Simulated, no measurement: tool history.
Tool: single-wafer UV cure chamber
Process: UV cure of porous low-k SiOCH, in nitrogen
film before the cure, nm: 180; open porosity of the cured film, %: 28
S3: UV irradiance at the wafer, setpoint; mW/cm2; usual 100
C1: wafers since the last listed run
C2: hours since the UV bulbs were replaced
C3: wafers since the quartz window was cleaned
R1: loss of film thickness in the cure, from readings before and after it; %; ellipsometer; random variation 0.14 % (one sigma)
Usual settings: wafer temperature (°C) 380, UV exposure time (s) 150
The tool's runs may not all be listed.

run 1 day=0.000 | wafer_temperature_(°C)=393 UV_exposure_time_(s)=150 S3=100 | C1=0 C2=1018.0 C3=3848 | R1=10.592
run 2 day=3.312 | wafer_temperature_(°C)=393 UV_exposure_time_(s)=150 S3=100 | C1=419 C2=1097.5 C3=4268 | R1=10.531
-- day=3.879 quartz window cleaned
run 3 day=5.583 | wafer_temperature_(°C)=393 UV_exposure_time_(s)=150 S3=100 | C1=245 C2=1152.0 C3=215 | R1=11.160
run 4 day=11.446 | wafer_temperature_(°C)=380 UV_exposure_time_(s)=150 S3=100 | C1=742 C2=1292.7 C3=958 | R1=10.776
run 5 day=13.383 | wafer_temperature_(°C)=380 UV_exposure_time_(s)=150 S3=71 | C1=245 C2=1339.2 C3=1203 | R1=9.010
run 6 day=16.958 | wafer_temperature_(°C)=380 UV_exposure_time_(s)=150 S3=71 | C1=452 C2=1425.0 C3=1656 | R1=8.839
run 7 day=21.262 | wafer_temperature_(°C)=380 UV_exposure_time_(s)=150 S3=71 | C1=545 C2=1528.3 C3=2201 | R1=8.771
run 8 day=24.175 | wafer_temperature_(°C)=380 UV_exposure_time_(s)=150 S3=100 | C1=368 C2=1598.2 C3=2570 | R1=10.601
run 9 day=25.796 | wafer_temperature_(°C)=380 UV_exposure_time_(s)=150 S3=100 | C1=205 C2=1637.1 C3=2775 | R1=10.069
run 10 day=30.292 | wafer_temperature_(°C)=380 UV_exposure_time_(s)=150 S3=100 | C1=569 C2=1745.0 C3=3345 | R1=9.982
run 11 day=34.388 | wafer_temperature_(°C)=380 UV_exposure_time_(s)=150 S3=100 | C1=518 C2=1843.3 C3=3864 | R1=9.820
run 12 day=37.142 | wafer_temperature_(°C)=391 UV_exposure_time_(s)=105 S3=100 | C1=348 C2=1909.4 C3=4213 | R1=8.295
-- day=38.750 quartz window cleaned
run 13 day=41.262 | wafer_temperature_(°C)=380 UV_exposure_time_(s)=150 S3=100 | C1=479 C2=2008.3 C3=318 | R1=10.124
run 14 day=45.292 | wafer_temperature_(°C)=367 UV_exposure_time_(s)=75 S3=90 | C1=510 C2=2105.0 C3=828 | R1=6.221
-- day=46.738 UV bulbs replaced
run 15 day=49.454 | wafer_temperature_(°C)=380 UV_exposure_time_(s)=195 S3=60 | C1=485 C2=65.2 C3=1313 | R1=9.950
run 16 day=51.621 | wafer_temperature_(°C)=380 UV_exposure_time_(s)=205 S3=130 | C1=274 C2=117.2 C3=1587 | R1=13.671
run 17 day=53.242 | wafer_temperature_(°C)=363 UV_exposure_time_(s)=120 S3=100 | C1=205 C2=156.1 C3=1793 | R1=9.562
run 18 day=55.604 | wafer_temperature_(°C)=371 UV_exposure_time_(s)=175 S3=100 | C1=299 C2=212.8 C3=2092 | R1=11.349

The next listed run, before its measurement:
run 19 day=57.346 | wafer_temperature_(°C)=380 UV_exposure_time_(s)=150 S3=100 | C1=220 C2=254.6 C3=2313 | R1=?

{"run 19": {"R1": 10.726}}
Without the tool's hidden state the same run would have given R1 11.396 %.
